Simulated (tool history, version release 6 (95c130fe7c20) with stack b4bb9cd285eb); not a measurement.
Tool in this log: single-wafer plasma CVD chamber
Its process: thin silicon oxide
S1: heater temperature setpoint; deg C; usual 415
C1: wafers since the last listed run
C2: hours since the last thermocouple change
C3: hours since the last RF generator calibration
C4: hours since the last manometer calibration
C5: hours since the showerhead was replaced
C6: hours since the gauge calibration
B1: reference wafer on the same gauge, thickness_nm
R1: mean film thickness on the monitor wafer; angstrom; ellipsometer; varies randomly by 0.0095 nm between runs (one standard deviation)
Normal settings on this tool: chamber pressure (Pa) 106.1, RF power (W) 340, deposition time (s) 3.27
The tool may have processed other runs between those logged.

{"run": 1, "hour": 0.0, "S1": 415, "chamber pressure (Pa)": 106.1, "RF power (W)": 340, "deposition time (s)": 3.27, "C1": 0, "C2": 1700, "C3": 2050.8, "C4": 1631, "C5": 7005.6, "C6": 65.9, "B1": 5.776, "R1": 65.34}
{"run": 2, "hour": 29.8, "S1": 415, "chamber pressure (Pa)": 106.1, "RF power (W)": 340, "deposition time (s)": 3.27, "C1": 1283, "C2": 1729.8, "C3": 2080.6, "C4": 1660.8, "C5": 7035.4, "C6": 95.7, "B1": 5.779, "R1": 65.19}
{"run": 3, "hour": 62.4, "S1": 415, "chamber pressure (Pa)": 106.1, "RF power (W)": 340, "deposition time (s)": 3.27, "C1": 1404, "C2": 1762.4, "C3": 2113.2, "C4": 1693.4, "C5": 7068, "C6": 128.3, "B1": 5.781, "R1": 65.29}
{"run": 4, "hour": 74.4, "S1": 415, "chamber pressure (Pa)": 106.1, "RF power (W)": 340, "deposition time (s)": 3.27, "C1": 516, "C2": 1774.4, "C3": 2125.2, "C4": 1705.4, "C5": 7080, "C6": 140.3, "B1": 5.779, "R1": 65.6}
{"run": 5, "hour": 105.7, "S1": 415, "chamber pressure (Pa)": 106.1, "RF power (W)": 340, "deposition time (s)": 3.27, "C1": 1348, "C2": 1805.7, "C3": 2156.5, "C4": 1736.7, "C5": 7111.3, "C6": 171.6, "B1": 5.78, "R1": 65.35}
{"run": 6, "hour": 132.8, "S1": 415, "chamber pressure (Pa)": 106.1, "RF power (W)": 340, "deposition time (s)": 3.27, "C1": 1167, "C2": 1832.8, "C3": 2183.6, "C4": 1763.8, "C5": 7138.4, "C6": 198.7, "B1": 5.779, "R1": 65.56}
{"hour": 145.3, "done": "gauge calibrated"}
{"hour": 156.0, "done": "RF generator calibrated"}
{"hour": 157.0, "done": "showerhead replaced"}
{"run": 7, "hour": 160.9, "S1": 415, "chamber pressure (Pa)": 106.1, "RF power (W)": 340, "deposition time (s)": 3.27, "C1": 823, "C2": 1860.9, "C3": 4.9, "C4": 1791.9, "C5": 3.9, "C6": 15.6, "B1": 5.782, "R1": 65.45}
{"run": 8, "hour": 193.8, "S1": 415, "chamber pressure (Pa)": 106.1, "RF power (W)": 340, "deposition time (s)": 3.75, "C1": 1417, "C2": 1893.8, "C3": 37.8, "C4": 1824.8, "C5": 36.8, "C6": 48.5, "B1": 5.78, "R1": 75.25}
{"run": 9, "hour": 218.0, "S1": 415, "chamber pressure (Pa)": 106.1, "RF power (W)": 340, "deposition time (s)": 3.75, "C1": 1042, "C2": 1918, "C3": 62, "C4": 1849, "C5": 61, "C6": 72.7, "B1": 5.779, "R1": 75.21}
{"hour": 229.8, "done": "thermocouple changed; heater temperature recalibrated"}
{"run": 10, "hour": 248.7, "S1": 415, "chamber pressure (Pa)": 98.1, "RF power (W)": 340, "deposition time (s)": 3.27, "C1": 977, "C2": 18.9, "C3": 92.7, "C4": 1879.7, "C5": 91.7, "C6": 103.4, "B1": 5.782, "R1": 61.07}
{"run": 11, "hour": 265.2, "S1": 408, "chamber pressure (Pa)": 106.1, "RF power (W)": 340, "deposition time (s)": 3.27, "C1": 710, "C2": 35.4, "C3": 109.2, "C4": 1896.2, "C5": 108.2, "C6": 119.9, "B1": 5.78, "R1": 66.03}
{"hour": 282.1, "done": "capacitance manometer re-zeroed and calibrated"}
{"run": 12, "hour": 282.6, "S1": 415, "chamber pressure (Pa)": 106.1, "RF power (W)": 340, "deposition time (s)": 3.27, "C1": 404, "C2": 52.8, "C3": 126.6, "C4": 0.5, "C5": 125.6, "C6": 137.3, "B1": 5.783, "R1": 63.49}
{"run": 13, "hour": 297.4, "S1": 415, "chamber pressure (Pa)": 106.1, "RF power (W)": 340, "deposition time (s)": 3.27, "C1": 637, "C2": 67.6, "C3": 141.4, "C4": 15.3, "C5": 140.4, "C6": 152.1, "B1": 5.782, "R1": 63.22}
{"run": 14, "hour": 311.8, "S1": 400, "chamber pressure (Pa)": 106.1, "RF power (W)": 340, "deposition time (s)": 3.27, "C1": 620, "C2": 82, "C3": 155.8, "C4": 29.7, "C5": 154.8, "C6": 166.5, "B1": 5.78, "R1": 63.81}
{"run": 15, "hour": 326.8, "S1": 415, "chamber pressure (Pa)": 106.1, "RF power (W)": 340, "deposition time (s)": 3.27, "C1": 646, "C2": 97, "C3": 170.8, "C4": 44.7, "C5": 169.8, "C6": 181.5, "B1": 5.779, "R1": 63.38}
{"run": 16, "hour": 359.7, "S1": 415, "chamber pressure (Pa)": 106.1, "RF power (W)": 290, "deposition time (s)": 3.27, "C1": 1417, "C2": 129.9, "C3": 203.7, "C4": 77.6, "C5": 202.7, "C6": 214.4, "B1": 5.781, "R1": 61.04}
{"hour": 368.4, "done": "gauge calibrated"}
{"run": 17, "hour": 373.0, "S1": 415, "chamber pressure (Pa)": 95.1, "RF power (W)": 340, "deposition time (s)": 3.27, "C1": 572, "C2": 143.2, "C3": 217, "C4": 90.9, "C5": 216, "C6": 4.6, "B1": 5.779, "R1": 56.9}
{"run": 18, "hour": 405.3, "S1": 415, "chamber pressure (Pa)": 106.1, "RF power (W)": 300, "deposition time (s)": 3.57, "C1": 1391, "C2": 175.5, "C3": 249.3, "C4": 123.2, "C5": 248.3, "C6": 36.9, "B1": 5.778, "R1": 67.16}
{"run": 19, "hour": 429.3, "S1": 415, "chamber pressure (Pa)": 106.1, "RF power (W)": 340, "deposition time (s)": 3.27, "C1": 1033, "C2": 199.5, "C3": 273.3, "C4": 147.2, "C5": 272.3, "C6": 60.9, "B1": 5.778, "R1": 63.39}

Branching from run 19: 3 alternative next runs. What would each branch give?
{"run": "A", "hour": 429.7, "S1": 415, "chamber pressure (Pa)": 106.1, "RF power (W)": 340, "deposition time (s)": 3.27, "C1": 17, "C2": 199.9, "C3": 273.7, "C4": 147.6, "C5": 272.7, "C6": 61.3, "B1": "?", "R1": "?"}
{"run": "B", "hour": 429.7, "S1": 409, "chamber pressure (Pa)": 91.3, "RF power (W)": 340, "deposition time (s)": 3.27, "C1": 17, "C2": 199.9, "C3": 273.7, "C4": 147.6, "C5": 272.7, "C6": 61.3, "B1": "?", "R1": "?"}
{"run": "C", "hour": 429.7, "S1": 428, "chamber pressure (Pa)": 106.1, "RF power (W)": 340, "deposition time (s)": 3.83, "C1": 17, "C2": 199.9, "C3": 273.7, "C4": 147.6, "C5": 272.7, "C6": 61.3, "B1": "?", "R1": "?"}

run=A B1=5.777 R1=63.14
run=B B1=5.777 R1=54.8
run=C B1=5.777 R1=73.4
Had the tool no hidden state, the same runs would have come out as:
run=A R1=63.18
run=B R1=54.83
run=C R1=73.44
